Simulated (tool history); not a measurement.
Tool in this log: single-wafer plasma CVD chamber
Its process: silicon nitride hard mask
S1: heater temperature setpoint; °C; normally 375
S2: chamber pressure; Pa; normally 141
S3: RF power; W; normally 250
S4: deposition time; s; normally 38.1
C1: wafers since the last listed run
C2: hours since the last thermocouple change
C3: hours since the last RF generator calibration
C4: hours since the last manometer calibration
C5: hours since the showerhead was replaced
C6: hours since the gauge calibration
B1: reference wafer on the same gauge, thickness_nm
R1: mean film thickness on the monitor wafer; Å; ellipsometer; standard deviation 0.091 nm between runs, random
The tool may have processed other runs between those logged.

run	hour	S1	S2	S3	S4	C1	C2	C3	C4	C5	C6	B1	R1
1	0.0	375	141	250	38.1	0	445.2	690.0	901.9	7552.8	1862.0	37.289	355.50
2	80.3	386	141	250	34.7	1120	525.5	770.3	982.2	7633.1	1942.3	37.261	323.86
3	153.3	386	141	250	34.7	1019	598.5	843.3	1055.2	7706.1	2015.3	37.277	323.70
# hour 231.5: showerhead replaced
4	245.1	386	141	250	34.7	1169	690.3	935.1	1147.0	13.6	2107.1	37.339	323.27
# hour 283.3: RF generator calibrated
5	295.7	375	141	250	43.8	594	740.9	12.4	1197.6	64.2	2157.7	37.291	414.03
6	356.4	375	141	250	43.8	847	801.6	73.1	1258.3	124.9	2218.4	37.285	416.07
# hour 389.3: gauge calibrated
7	405.1	375	161	250	36.0	679	850.3	121.8	1307.0	173.6	15.8	37.260	361.50
8	500.2	388	155	220	40.9	1327	945.4	216.9	1402.1	268.7	110.9	37.289	363.71
# hour 526.1: capacitance manometer re-zeroed and calibrated
9	573.5	375	169	250	36.2	911	1018.7	290.2	47.4	342.0	184.2	37.320	359.41
10	729.9	375	141	250	38.1	2183	1175.1	446.6	203.8	498.4	340.6	37.271	350.94
11	832.4	375	141	250	43.1	1430	1277.6	549.1	306.3	600.9	443.1	37.329	398.04
12	891.1	368	141	275	32.8	819	1336.3	607.8	365.0	659.6	501.8	37.302	325.55
13	981.1	389	125	215	44.4	1256	1426.3	697.8	455.0	749.6	591.8	37.323	342.98
14	1060.1	375	141	250	38.1	1102	1505.3	776.8	534.0	828.6	670.8	37.322	352.88
# hour 1088.2: thermocouple changed; heater temperature recalibrated
15	1106.2	375	161	265	45.3	531	18.0	822.9	580.1	874.7	716.9	37.331	464.35
16	1189.9	375	120	220	38.1	1168	101.7	906.6	663.8	958.4	800.6	37.288	295.99
# hour 1210.8: RF generator calibrated
17	1275.0	387	108	285	35.7	1076	186.8	64.2	748.9	1043.5	885.7	37.322	319.49
18	1319.3	383	163	225	36.1	618	231.1	108.5	793.2	1087.8	930.0	37.283	330.61
19	1399.9	375	141	250	35.3	1125	311.7	189.1	873.8	1168.4	1010.6	37.305	331.17
20	1506.9	375	152	270	31.9	1493	418.7	296.1	980.8	1275.4	1117.6	37.323	327.31
21	1583.2	375	141	280	38.1	1065	495.0	372.4	1057.1	1351.7	1193.9	37.321	387.54
22	1687.2	375	141	225	38.1	1451	599.0	476.4	1161.1	1455.7	1297.9	37.345	330.56
23	1763.8	368	151	285	38.1	1069	675.6	553.0	1237.7	1532.3	1374.5	37.308	404.89
24	1828.5	370	109	250	38.1	903	740.3	617.7	1302.4	1597.0	1439.2	37.305	312.82
25	1910.5	375	141	250	38.1	1144	822.3	699.7	1384.4	1679.0	1521.2	37.266	355.16
26	1998.6	375	141	250	38.1	1229	910.4	787.8	1472.5	1767.1	1609.3	37.305	355.12
27	2053.2	365	109	235	32.5	762	965.0	842.4	1527.1	1821.7	1663.9	37.316	253.98
28	2144.1	375	141	200	36.1	1268	1055.9	933.3	1618.0	1912.6	1754.8	37.279	283.18
# hour 2195.0: RF generator calibrated
# hour 2218.0: capacitance manometer re-zeroed and calibrated
29	2218.5	375	141	250	42.7	815	1130.3	23.5	0.5	1987.0	1829.2	37.310	393.94

Here are 3 independent what-if runs from the current tool condition. What would each one return?
A	2218.9	375	153	250	38.1	5	1130.7	23.9	0.9	1987.4	1829.6	?	?
B	2218.9	375	171	250	38.1	5	1130.7	23.9	0.9	1987.4	1829.6	?	?
C	2218.9	371	172	215	42.9	5	1130.7	23.9	0.9	1987.4	1829.6	?	?

run	B1	R1
A	37.283	364.03
B	37.283	380.35
C	37.283	383.48
The same runs, with their run-to-run variation unchanged, on a tool lacking any hidden condition would have given:
run	R1
A	363.94
B	380.27
C	383.42
